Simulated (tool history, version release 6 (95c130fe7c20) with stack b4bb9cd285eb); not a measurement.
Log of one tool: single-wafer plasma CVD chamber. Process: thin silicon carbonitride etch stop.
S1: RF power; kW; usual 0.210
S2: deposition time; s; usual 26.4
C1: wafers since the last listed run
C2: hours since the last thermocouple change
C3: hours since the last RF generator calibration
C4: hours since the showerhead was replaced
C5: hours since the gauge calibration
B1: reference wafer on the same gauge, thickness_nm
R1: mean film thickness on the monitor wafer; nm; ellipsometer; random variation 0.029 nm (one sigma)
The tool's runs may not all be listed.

run,hour,S1,S2,C1,C2,C3,C4,C5,B1,R1
1,0.0,0.240,23.0,0,2597.4,1505.7,7517.8,286.5,15.497,14.033
2,87.7,0.240,23.0,1882,2685.1,1593.4,7605.5,374.2,15.503,14.035
3,112.4,0.180,30.0,530,2709.8,1618.1,7630.2,398.9,15.504,16.092
4,139.8,0.210,26.4,588,2737.2,1645.5,7657.6,426.3,15.496,15.158
# hour 148.1: thermocouple changed; heater temperature recalibrated
5,159.5,0.210,26.4,251,11.4,1665.2,7677.3,446.0,15.490,15.203
# hour 171.1: gauge calibrated
6,184.4,0.210,26.4,534,36.3,1690.1,7702.2,13.3,15.507,15.245
7,202.8,0.210,26.4,395,54.7,1708.5,7720.6,31.7,15.500,15.209
# hour 213.7: showerhead replaced
8,234.8,0.210,26.4,515,86.7,1740.5,21.1,63.7,15.507,15.193
9,253.4,0.200,22.7,399,105.3,1759.1,39.7,82.3,15.509,12.789
# hour 286.0: RF generator calibrated
10,286.5,0.210,24.2,538,138.4,0.5,72.8,115.4,15.489,14.453
11,298.9,0.200,26.4,266,150.8,12.9,85.2,127.8,15.501,15.374
12,334.8,0.175,29.0,770,186.7,48.8,121.1,163.7,15.502,15.773
13,347.5,0.170,23.6,272,199.4,61.5,133.8,176.4,15.500,12.668
14,371.5,0.210,26.4,515,223.4,85.5,157.8,200.4,15.504,15.624
15,395.9,0.225,26.4,523,247.8,109.9,182.2,224.8,15.517,16.139
16,446.6,0.210,26.4,1088,298.5,160.6,232.9,275.5,15.500,15.596

3 ways to go on from here, each from the tool as it stands after run 16. What would each give?
A,447.0,0.210,26.4,8,298.9,161.0,233.3,275.9,?,?
B,447.0,0.190,22.9,8,298.9,161.0,233.3,275.9,?,?
C,447.0,0.175,21.9,8,298.9,161.0,233.3,275.9,?,?

run,B1,R1
A,15.508,15.561
B,15.508,12.883
C,15.508,11.832
Without the tool's hidden state the same runs would have given:
run,R1
A,15.734
B,13.026
C,11.964
